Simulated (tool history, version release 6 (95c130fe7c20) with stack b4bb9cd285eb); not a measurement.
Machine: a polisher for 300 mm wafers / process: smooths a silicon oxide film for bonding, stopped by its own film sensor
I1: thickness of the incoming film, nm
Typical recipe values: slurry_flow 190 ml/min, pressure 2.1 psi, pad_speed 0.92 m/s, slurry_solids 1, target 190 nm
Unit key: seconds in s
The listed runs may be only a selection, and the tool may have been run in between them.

Run 1, day 0: usual settings; I1 219.7. Result: seconds 50.8 s.
Run 2, day 0.425: usual settings; I1 221.2. Result: seconds 52 s.
Run 3, day 0.8: usual settings; I1 219.6. Result: seconds 49 s.
Run 4, day 1.404: usual settings; I1 221.9. Result: seconds 55.7 s.
Run 5, day 1.692: usual settings; I1 216.4. Result: seconds 45.7 s.
Run 6, day 2.321: usual settings but slurry_flow 160 ml/min, pressure 1.9 psi; I1 222.9. Result: seconds 66.1 s.
Run 7, day 2.75: usual settings but slurry_flow 160 ml/min, pressure 1.9 psi; I1 222.4. Result: seconds 64.1 s.
At day 3.117: slurry blender recalibrated.
Run 8, day 3.138: usual settings; I1 220.7. Result: seconds 45.1 s.
At day 3.538: worn pad replaced by a new one.
Run 9, day 3.629: usual settings; I1 223.2. Result: seconds 47.5 s.
Run 10, day 4.15: usual settings; I1 219.7. Result: seconds 42.9 s.
Run 11, day 4.788: usual settings; I1 222.6. Result: seconds 46.8 s.
Run 12, day 5.212: usual settings but slurry_flow 230 ml/min, pressure 2.5 psi, slurry_solids 0.8, target 181 nm; I1 220.2. Result: seconds 53.7 s.
Run 13, day 5.867: usual settings but slurry_flow 250 ml/min, pressure 2.7 psi; I1 219.7. Result: seconds 33.4 s.
Run 14, day 6.133: usual settings; I1 220.3. Result: seconds 43.9 s.
Run 15, day 6.583: usual settings but slurry_flow 240 ml/min, pressure 1.7 psi; I1 221.3. Result: seconds 53.7 s.
At day 6.767: worn pad replaced by a new one.
Run 16, day 6.996: usual settings but slurry_solids 0.8; I1 223.5. Result: seconds 54.9 s.
At day 7.117: slurry nozzle cleaned.
Run 17, day 7.567: usual settings but pressure 1.6 psi, pad_speed 0.7 m/s, slurry_solids 0.7, target 180 nm; I1 220.2. Result: seconds 109 s.
At day 7.767: head pressure recalibrated.
Run 18, day 8.204: usual settings but slurry_flow 210 ml/min; I1 215.4. Result: seconds 35.8 s.
Run 19, day 8.492: usual settings but pressure 2.7 psi, target 182 nm; I1 222. Result: seconds 45.7 s.
Run 20, day 9.242: usual settings; I1 220. Result: seconds 44.6 s.
Run 21, day 9.492: usual settings; I1 221.4. Result: seconds 46.4 s.
At day 10.167: worn pad replaced by a new one.
Run 22, day 10.188: usual settings but pressure 1.5 psi; I1 217.9. Result: seconds 54 s.

What was the tool's hidden state at every run in the log?
removal rate lost through wear of the pad, %: 0 on each run
slurry flow missing at the pad, %: 0 on each run
deviation of the head's pressure from its setpoint, %: 0 on each run
H1: abrasive missing from the slurry, %
run    H1
  1  26.9
  2  28.1
  3  29.2
  4    31
  5  31.9
  6  33.9
  7  35.3
  8   2.6
  9  2.62
 10  2.69
 11  2.83
 12  2.96
 13  3.22
 14  3.35
 15  3.58
 16  3.83
 17  4.22
 18  4.72
 19  4.96
 20  5.67
 21  5.92
 22  6.69

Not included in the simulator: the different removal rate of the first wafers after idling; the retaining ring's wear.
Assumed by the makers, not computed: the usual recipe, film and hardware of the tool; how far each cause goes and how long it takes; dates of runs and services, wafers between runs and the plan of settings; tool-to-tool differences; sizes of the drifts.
